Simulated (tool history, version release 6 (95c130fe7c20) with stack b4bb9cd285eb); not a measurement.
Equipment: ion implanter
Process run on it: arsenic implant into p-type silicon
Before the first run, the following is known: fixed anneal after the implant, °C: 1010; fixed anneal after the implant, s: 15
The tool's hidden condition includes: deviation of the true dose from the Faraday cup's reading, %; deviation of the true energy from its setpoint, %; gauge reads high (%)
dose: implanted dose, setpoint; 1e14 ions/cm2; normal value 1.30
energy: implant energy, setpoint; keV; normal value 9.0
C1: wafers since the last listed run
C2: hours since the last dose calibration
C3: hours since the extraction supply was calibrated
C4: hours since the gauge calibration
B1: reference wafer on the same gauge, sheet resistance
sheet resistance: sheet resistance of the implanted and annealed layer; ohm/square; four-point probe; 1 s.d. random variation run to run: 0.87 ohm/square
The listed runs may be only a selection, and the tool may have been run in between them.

run 1 hour=0.0 | dose=1.16 energy=9.0 | C1=0 C2=1162.3 C3=940.8 C4=1073.6 | B1=679.88 | sheet_resistance=626.90
run 2 hour=75.1 | dose=1.16 energy=9.0 | C1=1693 C2=1237.4 C3=1015.9 C4=1148.7 | B1=680.11 | sheet_resistance=626.97
run 3 hour=152.1 | dose=1.30 energy=9.0 | C1=1736 C2=1314.4 C3=1092.9 C4=1225.7 | B1=680.24 | sheet_resistance=575.82
run 4 hour=204.4 | dose=1.30 energy=9.0 | C1=1179 C2=1366.7 C3=1145.2 C4=1278.0 | B1=680.04 | sheet_resistance=576.51
run 5 hour=252.1 | dose=1.30 energy=9.0 | C1=1075 C2=1414.4 C3=1192.9 C4=1325.7 | B1=679.70 | sheet_resistance=576.38
run 6 hour=334.5 | dose=1.30 energy=9.0 | C1=1857 C2=1496.8 C3=1275.3 C4=1408.1 | B1=679.86 | sheet_resistance=575.05
run 7 hour=432.7 | dose=1.14 energy=9.0 | C1=2214 C2=1595.0 C3=1373.5 C4=1506.3 | B1=680.15 | sheet_resistance=635.69
run 8 hour=533.5 | dose=1.30 energy=9.0 | C1=2272 C2=1695.8 C3=1474.3 C4=1607.1 | B1=680.16 | sheet_resistance=574.17
run 9 hour=616.4 | dose=1.30 energy=9.0 | C1=1869 C2=1778.7 C3=1557.2 C4=1690.0 | B1=679.78 | sheet_resistance=574.64
run 10 hour=692.8 | dose=1.30 energy=9.0 | C1=1722 C2=1855.1 C3=1633.6 C4=1766.4 | B1=680.12 | sheet_resistance=573.38
run 11 hour=789.7 | dose=1.30 energy=9.0 | C1=2184 C2=1952.0 C3=1730.5 C4=1863.3 | B1=680.54 | sheet_resistance=574.05
-- hour=949.8 gauge calibrated
-- hour=971.8 Faraday cup replaced and dose calibrated
run 12 hour=1038.6 | dose=1.30 energy=9.0 | C1=5431 C2=66.8 C3=1979.4 C4=88.8 | B1=679.88 | sheet_resistance=579.77
run 13 hour=1109.6 | dose=1.30 energy=9.0 | C1=1600 C2=137.8 C3=2050.4 C4=159.8 | B1=679.86 | sheet_resistance=579.78
run 14 hour=1183.3 | dose=1.08 energy=7.0 | C1=1661 C2=211.5 C3=2124.1 C4=233.5 | B1=680.05 | sheet_resistance=687.97
run 15 hour=1275.8 | dose=1.08 energy=7.0 | C1=2085 C2=304.0 C3=2216.6 C4=326.0 | B1=679.79 | sheet_resistance=685.52
run 16 hour=1351.0 | dose=1.30 energy=9.0 | C1=1695 C2=379.2 C3=2291.8 C4=401.2 | B1=679.66 | sheet_resistance=579.19
run 17 hour=1421.1 | dose=1.65 energy=8.0 | C1=1580 C2=449.3 C3=2361.9 C4=471.3 | B1=680.23 | sheet_resistance=489.83
run 18 hour=1495.6 | dose=1.41 energy=9.0 | C1=1679 C2=523.8 C3=2436.4 C4=545.8 | B1=679.77 | sheet_resistance=543.53
run 19 hour=1543.9 | dose=1.30 energy=9.0 | C1=1088 C2=572.1 C3=2484.7 C4=594.1 | B1=680.16 | sheet_resistance=578.79
run 20 hour=1590.6 | dose=1.09 energy=8.0 | C1=1052 C2=618.8 C3=2531.4 C4=640.8 | B1=680.13 | sheet_resistance=670.00
run 21 hour=1646.3 | dose=1.16 energy=9.0 | C1=1255 C2=674.5 C3=2587.1 C4=696.5 | B1=680.00 | sheet_resistance=629.33
run 22 hour=1727.8 | dose=0.92 energy=10.5 | C1=1837 C2=756.0 C3=2668.6 C4=778.0 | B1=679.99 | sheet_resistance=733.05
run 23 hour=1780.9 | dose=1.14 energy=9.0 | C1=1197 C2=809.1 C3=2721.7 C4=831.1 | B1=679.88 | sheet_resistance=638.23
run 24 hour=1844.1 | dose=1.62 energy=7.0 | C1=1424 C2=872.3 C3=2784.9 C4=894.3 | B1=679.99 | sheet_resistance=500.88
run 25 hour=1935.3 | dose=1.14 energy=7.0 | C1=2056 C2=963.5 C3=2876.1 C4=985.5 | B1=679.95 | sheet_resistance=656.90
-- hour=1970.7 extraction supply calibrated
run 26 hour=2042.3 | dose=1.00 energy=12.0 | C1=2232 C2=1070.5 C3=71.6 C4=1092.5 | B1=680.06 | sheet_resistance=675.89
run 27 hour=2345.9 | dose=1.51 energy=11.5 | C1=6845 C2=1374.1 C3=375.2 C4=1396.1 | B1=679.64 | sheet_resistance=497.18
run 28 hour=2421.0 | dose=1.30 energy=9.0 | C1=1693 C2=1449.2 C3=450.3 C4=1471.2 | B1=679.93 | sheet_resistance=573.33
run 29 hour=2474.8 | dose=1.07 energy=6.5 | C1=1213 C2=1503.0 C3=504.1 C4=1525.0 | B1=679.90 | sheet_resistance=690.45
run 30 hour=2555.3 | dose=1.62 energy=9.0 | C1=1814 C2=1583.5 C3=584.6 C4=1605.5 | B1=680.59 | sheet_resistance=483.97
run 31 hour=2660.1 | dose=1.13 energy=7.0 | C1=2362 C2=1688.3 C3=689.4 C4=1710.3 | B1=679.41 | sheet_resistance=656.82

Consider 4 possible next runs. They are alternatives, not a sequence: every one starts from the tool as it was left by run 31. What does each give?
run A hour=2660.5 | dose=1.30 energy=9.0 | C1=9 C2=1688.7 C3=689.8 C4=1710.7 | B1=? | sheet_resistance=?
run B hour=2660.5 | dose=1.62 energy=10.0 | C1=9 C2=1688.7 C3=689.8 C4=1710.7 | B1=? | sheet_resistance=?
run C hour=2660.5 | dose=1.48 energy=6.5 | C1=9 C2=1688.7 C3=689.8 C4=1710.7 | B1=? | sheet_resistance=?
run D hour=2660.5 | dose=1.14 energy=11.0 | C1=9 C2=1688.7 C3=689.8 C4=1710.7 | B1=? | sheet_resistance=?

run=A B1=679.97 sheet_resistance=572.58
run=B B1=679.97 sheet_resistance=478.48
run=C B1=679.97 sheet_resistance=537.83
run=D B1=679.97 sheet_resistance=616.11
With the hidden condition removed and each run's random variation left untouched, the same runs would have given:
run=A sheet_resistance=581.27
run=B sheet_resistance=485.80
run=C sheet_resistance=546.18
run=D sheet_resistance=625.27
